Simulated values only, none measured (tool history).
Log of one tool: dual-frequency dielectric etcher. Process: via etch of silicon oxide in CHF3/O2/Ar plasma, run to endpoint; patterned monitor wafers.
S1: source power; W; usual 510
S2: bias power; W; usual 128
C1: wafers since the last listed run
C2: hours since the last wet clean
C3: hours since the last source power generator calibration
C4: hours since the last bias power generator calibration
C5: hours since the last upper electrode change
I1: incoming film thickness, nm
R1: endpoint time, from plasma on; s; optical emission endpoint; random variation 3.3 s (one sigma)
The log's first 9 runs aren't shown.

run	day	S1	S2	C1	C2	C3	C4	C5	I1	R1
10	4.750	400	128	1	431.3	83.1	5550.2	0.9	675.6	517.6
11	4.767	440	158	1	431.7	83.5	5550.6	1.3	664.7	452.0
12	5.129	410	145	36	440.4	92.2	5559.3	10.0	669.2	486.0
13	6.283	510	128	116	468.1	119.9	5587.0	37.7	665.0	417.1
14	6.888	410	115	60	482.6	134.4	5601.5	52.2	667.7	508.3
15	7.150	510	128	26	488.9	140.7	5607.8	58.5	671.0	418.2
16	7.575	560	128	42	499.1	150.9	5618.0	68.7	674.3	399.7
17	7.858	560	148	28	505.9	157.7	5624.8	75.5	668.8	383.8
# day 8.133: bias power generator calibrated
# day 9.079: wet clean of the chamber
18	9.100	400	142	13	0.5	187.5	23.2	105.3	664.7	523.2
19	9.117	510	128	1	0.9	187.9	23.6	105.7	670.7	441.4
20	9.133	510	128	1	1.3	188.3	24.0	106.1	664.0	438.4
21	9.604	610	108	47	12.6	199.6	35.3	117.4	675.1	412.6
22	10.317	570	156	71	29.7	216.7	52.4	134.5	673.1	393.2
23	10.721	510	128	40	39.4	226.4	62.1	144.2	679.8	448.2
24	11.246	460	158	52	52.0	239.0	74.7	156.8	665.8	454.2
25	11.975	590	99	73	69.5	256.5	92.2	174.3	669.8	413.5
26	12.579	460	99	60	84.0	271.0	106.7	188.8	671.1	499.6
27	13.017	450	140	44	94.5	281.5	117.2	199.3	672.4	483.5
28	13.725	510	128	71	111.5	298.5	134.2	216.3	665.3	434.7
29	14.233	440	102	51	123.7	310.7	146.4	228.5	668.8	507.4
30	14.767	400	150	53	136.5	323.5	159.2	241.3	669.5	506.0
31	15.225	510	154	46	147.5	334.5	170.2	252.3	669.4	421.8
32	15.912	470	107	69	164.0	351.0	186.7	268.8	666.4	479.6
33	16.371	510	113	46	175.0	362.0	197.7	279.8	670.9	447.2
34	16.642	380	107	27	181.5	368.5	204.2	286.3	672.5	583.5

5 ways to go on from here, each from the tool as it stands after run 34. What would each give?
A	16.662	510	156	2	182.0	369.0	204.7	286.8	664.9	?
B	16.662	390	159	2	182.0	369.0	204.7	286.8	664.9	?
C	16.662	550	136	2	182.0	369.0	204.7	286.8	664.9	?
D	16.662	620	147	2	182.0	369.0	204.7	286.8	664.9	?
E	16.662	380	106	2	182.0	369.0	204.7	286.8	664.9	?

run	R1
A	416.5
B	515.6
C	406.8
D	370.5
E	575.2
Without the tool's hidden state the same runs would have given:
run	R1
A	420.9
B	521.1
C	411.1
D	374.4
E	581.3

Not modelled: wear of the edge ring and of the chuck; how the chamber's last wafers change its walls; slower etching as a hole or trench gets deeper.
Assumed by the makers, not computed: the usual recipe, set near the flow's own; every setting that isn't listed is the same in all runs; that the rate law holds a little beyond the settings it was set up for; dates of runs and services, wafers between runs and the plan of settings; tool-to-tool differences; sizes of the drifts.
